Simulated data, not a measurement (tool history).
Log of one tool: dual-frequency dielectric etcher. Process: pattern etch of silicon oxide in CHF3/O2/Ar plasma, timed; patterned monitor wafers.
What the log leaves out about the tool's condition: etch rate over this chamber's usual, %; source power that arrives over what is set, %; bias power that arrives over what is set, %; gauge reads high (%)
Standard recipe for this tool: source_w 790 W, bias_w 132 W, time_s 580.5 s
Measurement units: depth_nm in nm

run,day,source_w,bias_w,time_s,wafers since the last listed run,hours since the last wet clean,hours since the last source power generator calibration,hours since the last bias power generator calibration,hours since the last upper electrode change,hours since the gauge calibration,"read-back reference wafer on the same gauge, depth_nm",depth_nm
1,0.000,790,132,617.5,0,239.9,673.0,1110.1,4662.6,117.2,1418.9,1289.1
2,1.033,790,132,617.5,101,264.7,697.8,1134.9,4687.4,142.0,1420.2,1286.6
3,2.233,790,132,580.5,118,293.5,726.6,1163.7,4716.2,170.8,1419.8,1223.9
4,5.029,790,132,580.5,274,360.6,793.7,1230.8,4783.3,237.9,1418.8,1231.9
# day 6.962: wet clean of the chamber
5,6.983,790,132,580.5,93,0.5,840.6,1277.7,4830.2,284.8,1418.1,1203.9
6,9.500,790,132,580.5,247,60.9,901.0,1338.1,4890.6,345.2,1419.1,1203.3
7,10.996,790,132,580.5,147,96.8,936.9,1374.0,4926.5,381.1,1422.8,1210.2
8,12.125,790,132,580.5,111,123.9,964.0,1401.1,4953.6,408.2,1418.6,1207.2
9,13.404,790,132,580.5,125,154.6,994.7,1431.8,4984.3,438.9,1422.0,1214.6
10,15.692,790,132,580.5,224,209.5,1049.6,1486.7,5039.2,493.8,1421.4,1224.6
11,17.600,920,140,627.5,187,255.3,1095.4,1532.5,5085.0,539.6,1419.2,1417.2
12,20.317,950,145,463.0,267,320.5,1160.6,1597.7,5150.2,604.8,1422.3,1088.1
# day 24.550: wet clean of the chamber
13,25.379,870,132,447.0,399,19.9,1282.1,1719.2,5271.7,726.3,1421.3,947.6
14,27.400,970,100,580.5,198,68.4,1330.6,1767.7,5320.2,774.8,1424.3,1219.9
# day 29.312: bias power generator calibrated
15,29.775,660,144,580.5,217,125.4,1387.6,11.1,5377.2,831.8,1418.3,1176.9
# day 30.979: gauge calibrated
# day 31.488: upper electrode replaced
# day 31.996: source power generator calibrated
16,35.167,680,158,409.5,415,254.8,76.1,140.5,88.3,100.5,1418.0,856.2
17,37.304,790,150,580.5,210,306.1,127.4,191.8,139.6,151.8,1423.0,1280.7
18,40.292,790,132,580.5,293,377.8,199.1,263.5,211.3,223.5,1422.9,1238.5

Hidden condition of the tool, last listed run before each entry between runs versus first listed run after:
Logged between run 4 and run 5: wet clean of the chamber (day 6.962)
  etch rate over this chamber's usual, %: 3.82 -> 0.664
  measured value less the no-hidden-state value, depth_nm: +45.3 -> +8.0 nm
Logged between run 12 and run 13: wet clean of the chamber (day 24.550)
  etch rate over this chamber's usual, %: 4.36 -> 0.374
  measured value less the no-hidden-state value, depth_nm: +45.5 -> +3.5 nm
Logged between run 14 and run 15: bias power generator calibrated (day 29.312)
  etch rate over this chamber's usual, %: 0.934 -> 1.59
  measured value less the no-hidden-state value, depth_nm: +11.3 -> +18.4 nm
Logged between run 15 and run 16: gauge calibrated (day 30.979); upper electrode replaced (day 31.488); source power generator calibrated (day 31.996)
  etch rate over this chamber's usual, %: 1.59 -> 3.09
  measured value less the no-hidden-state value, depth_nm: +18.4 -> +25.7 nm
